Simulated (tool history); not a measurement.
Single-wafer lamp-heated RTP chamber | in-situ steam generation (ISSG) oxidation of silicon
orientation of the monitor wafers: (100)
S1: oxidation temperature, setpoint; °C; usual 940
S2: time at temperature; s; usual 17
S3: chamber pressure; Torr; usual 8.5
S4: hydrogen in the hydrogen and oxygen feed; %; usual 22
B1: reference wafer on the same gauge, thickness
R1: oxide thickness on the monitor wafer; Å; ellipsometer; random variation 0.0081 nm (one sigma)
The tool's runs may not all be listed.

| run | day | S1 | S2 | S3 | S4 | B1 | R1 |
|---|---|---|---|---|---|---|---|
| 1 | 0 | 940 | 15 | 7.8 | 22 | 3.438 | 36.65 |
| 2 | 0.842 | 940 | 17 | 8.5 | 22 | 3.442 | 38.22 |
| 3 | 1.346 | 940 | 17 | 8.5 | 22 | 3.442 | 38.26 |
| 4 | 2.596 | 940 | 17 | 8.5 | 22 | 3.44 | 38.4 |
| 5 | 3.325 | 940 | 17 | 8.5 | 22 | 3.44 | 38.4 |
| 6 | 4.208 | 940 | 17 | 8.9 | 22 | 3.439 | 38.36 |
| 7 | 4.996 | 940 | 17 | 8.9 | 22 | 3.44 | 38.41 |
| 8 | 5.8 | 940 | 17 | 8.9 | 26 | 3.437 | 39.99 |
| 9 | 7.125 | 921 | 17 | 7.9 | 18 | 3.441 | 35.01 |
| 10 | 7.958 | 940 | 24 | 9.5 | 22 | 3.439 | 43.72 |
| 11 | 9.333 | 940 | 17 | 8.5 | 22 | 3.438 | 38.76 |
| 12 | 10.642 | 940 | 22 | 9.4 | 22 | 3.439 | 42.73 |
| 13 | 11.292 | 940 | 17 | 8.5 | 22 | 3.442 | 38.82 |
| 14 | 12.304 | 940 | 19 | 7.1 | 16 | 3.439 | 37.7 |
| 15 | 13.317 | 940 | 17 | 8.5 | 30 | 3.439 | 42.15 |
| 16 | 14.192 | 957 | 17 | 8.5 | 14 | 3.441 | 37.06 |
|  | 15.358 | pyrometer window cleaned and pyrometer calibrated |
| 17 | 15.379 | 940 | 17 | 8.5 | 22 | 3.441 | 37.9 |
| 18 | 15.692 | 940 | 12 | 8.5 | 25 | 3.44 | 34.49 |
| 19 | 16.575 | 940 | 15 | 8.5 | 28 | 3.442 | 38.55 |
| 20 | 17.971 | 958 | 22 | 8.5 | 15 | 3.441 | 41.22 |
|  | 20.025 | gauge calibrated |
|  | 20.608 | hydrogen flow controller replaced |
| 21 | 22.367 | 957 | 17 | 7.3 | 22 | 3.437 | 40.35 |
| 22 | 23.612 | 922 | 17 | 8.5 | 22 | 3.441 | 36.66 |
| 23 | 24.225 | 940 | 17 | 8.5 | 22 | 3.438 | 38.36 |
| 24 | 25.546 | 933 | 17 | 8.5 | 22 | 3.439 | 37.76 |
| 25 | 26.983 | 940 | 19 | 9.5 | 22 | 3.439 | 39.76 |
| 26 | 27.729 | 940 | 11 | 8.5 | 31 | 3.437 | 35.89 |
| 27 | 29.142 | 940 | 11 | 8.5 | 22 | 3.441 | 32.8 |
| 28 | 30.45 | 940 | 21 | 8.5 | 22 | 3.438 | 42.16 |
| 29 | 31.388 | 932 | 17 | 7 | 18 | 3.44 | 36.02 |
| 30 | 31.904 | 940 | 17 | 8.5 | 22 | 3.442 | 38.59 |
| 31 | 33.288 | 940 | 17 | 8.5 | 22 | 3.438 | 38.71 |

Hidden state or all else? Some run-to-run changes of R1, split into what the settings, what came in and random variation would give without the hidden state, and what is left for the hidden state (with any gauge scatter that isn't in both results):
The hidden state here: true wafer temperature minus pyrometer reading, K; true pressure minus gauge reading, Torr; deviation of the hydrogen flow from its setpoint, %; gauge reads high (%).
Run 9 -> 10: S1 921 -> 940, S2 17 -> 24, S3 7.9 -> 9.5, S4 18 -> 22. R1 +8.71 Å: hidden state +0.37, all else +8.34.
Run 16 -> 17: S1 957 -> 940, S4 14 -> 22, pyrometer window cleaned and pyrometer calibrated. R1 +0.84 Å: hidden state -0.97, all else +1.81.
Run 27 -> 28: S2 11 -> 21. R1 +9.36 Å: hidden state +0.43, all else +8.93.
Run 28 -> 29: S1 940 -> 932, S2 21 -> 17, S3 8.5 -> 7, S4 22 -> 18. R1 -6.14 Å: hidden state -0.2, all else -5.94.
